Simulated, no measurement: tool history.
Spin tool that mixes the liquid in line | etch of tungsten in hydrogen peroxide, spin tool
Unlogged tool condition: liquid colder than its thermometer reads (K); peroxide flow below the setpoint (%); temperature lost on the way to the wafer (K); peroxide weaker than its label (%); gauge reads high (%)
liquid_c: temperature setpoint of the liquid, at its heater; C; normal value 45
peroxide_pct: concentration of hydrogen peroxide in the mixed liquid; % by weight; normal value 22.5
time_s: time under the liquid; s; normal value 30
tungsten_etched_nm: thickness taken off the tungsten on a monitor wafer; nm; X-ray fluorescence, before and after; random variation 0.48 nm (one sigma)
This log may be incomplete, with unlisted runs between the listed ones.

run   hour  liquid_c  peroxide_pct  time_s  wafers since the last listed run  hours since the thermometer was replaced  hours since the peroxide flow meter was replaced  hours since the heated supply line was repaired  hours since the drum of peroxide was connected  hours since the gauge calibration  read-back film thickness of the tungsten reference wafer, read on the same gauge (nm)  tungsten_etched_nm
  1      0        45          22.5      30                                 0                                      1840                                            1224.6                                           1203.5                                           999.5                              128.5                                                                                 139.98                40.5
  2   19.6        45          22.5      30                               303                                    1859.6                                            1244.2                                           1223.1                                          1019.1                              148.1                                                                                 140.02               39.72
  3   37.3        49            21      30                               274                                    1877.3                                            1261.9                                           1240.8                                          1036.8                              165.8                                                                                    140               50.16
  4   54.4        45          22.5      30                               264                                    1894.4                                              1279                                           1257.9                                          1053.9                              182.9                                                                                 140.02               40.42
  5   68.3        45          22.5      30                               215                                    1908.3                                            1292.9                                           1271.8                                          1067.8                              196.8                                                                                    140                39.8
  6   77.1        45          22.5      30                               136                                    1917.1                                            1301.7                                           1280.6                                          1076.6                              205.6                                                                                 139.99               39.44
  7   93.7      52.5          22.5      30                               257                                    1933.7                                            1318.3                                           1297.2                                          1093.2                              222.2                                                                                 140.04                63.8
     103.1  -- thermometer replaced
  8  103.6        45          17.5      40                               137                                       0.5                                            1328.2                                           1307.1                                          1103.1                              232.1                                                                                    140                46.5
     104.8  -- peroxide flow meter replaced
       113  -- new drum of peroxide connected
  9  114.7        45          22.5      30                               141                                      11.6                                               9.9                                           1318.2                                             1.7                              243.2                                                                                 140.02               38.79
 10  126.1        45          22.5      30                               176                                        23                                              21.3                                           1329.6                                            13.1                              254.6                                                                                 139.98                38.7
 11  140.9        48          22.5      30                               229                                      37.8                                              36.1                                           1344.4                                            27.9                              269.4                                                                                    140               48.22
 12  147.8        45          22.5      30                               106                                      44.7                                                43                                           1351.3                                            34.8                              276.3                                                                                 140.01               38.91
     150.9  -- gauge calibrated
     151.6  -- heated supply line repaired
 13  155.2        45          20.5      30                                99                                      52.1                                              50.4                                              3.6                                            42.2                                4.3                                                                                 139.99               46.82
 14  171.4      53.5          16.5      50                               251                                      68.3                                              66.6                                             19.8                                            58.4                               20.5                                                                                 140.04              115.22
 15  185.9      42.5            16      30                               224                                      82.8                                              81.1                                             34.3                                            72.9                                 35                                                                                    140               33.84
 16  200.6      52.5          26.5      45                               227                                      97.5                                              95.8                                               49                                            87.6                               49.7                                                                                 139.99              125.77
 17  248.5        45          25.5      30                               742                                     145.4                                             143.7                                             96.9                                           135.5                               97.6                                                                                 140.02               51.02
 18  258.2        42          27.5      20                               150                                     155.1                                             153.4                                            106.6                                           145.2                              107.3                                                                                 140.03               28.78
 19    274      39.5            29      15                               244                                     170.9                                             169.2                                            122.4                                             161                              123.1                                                                                 139.99               18.53

Alternative continuations, all from the tool just after run 19; predict every row:
  A  274.4        45          22.5      15                                 6                                     171.3                                             169.6                                            122.8                                           161.4                              123.5                                                                                      ?                   ?
  B  274.4        45          24.5      45                                 6                                     171.3                                             169.6                                            122.8                                           161.4                              123.5                                                                                      ?                   ?
  C  274.4      37.5          22.5      40                                 6                                     171.3                                             169.6                                            122.8                                           161.4                              123.5                                                                                      ?                   ?
  D  274.4      52.5          20.5      45                                 6                                     171.3                                             169.6                                            122.8                                           161.4                              123.5                                                                                      ?                   ?
  E  274.4        45          27.5      30                                 6                                     171.3                                             169.6                                            122.8                                           161.4                              123.5                                                                                      ?                   ?

run  read-back film thickness of the tungsten reference wafer, read on the same gauge (nm)  tungsten_etched_nm
  A                                                                                 139.99               24.02
  B                                                                                 139.99                75.2
  C                                                                                 139.99               39.37
  D                                                                                 139.99              109.43
  E                                                                                 139.99               53.11
With the hidden condition removed and each run's random variation left untouched, the same runs would have given:
run  tungsten_etched_nm
  A               25.27
  B                79.1
  C               41.51
  D              114.84
  E               55.87
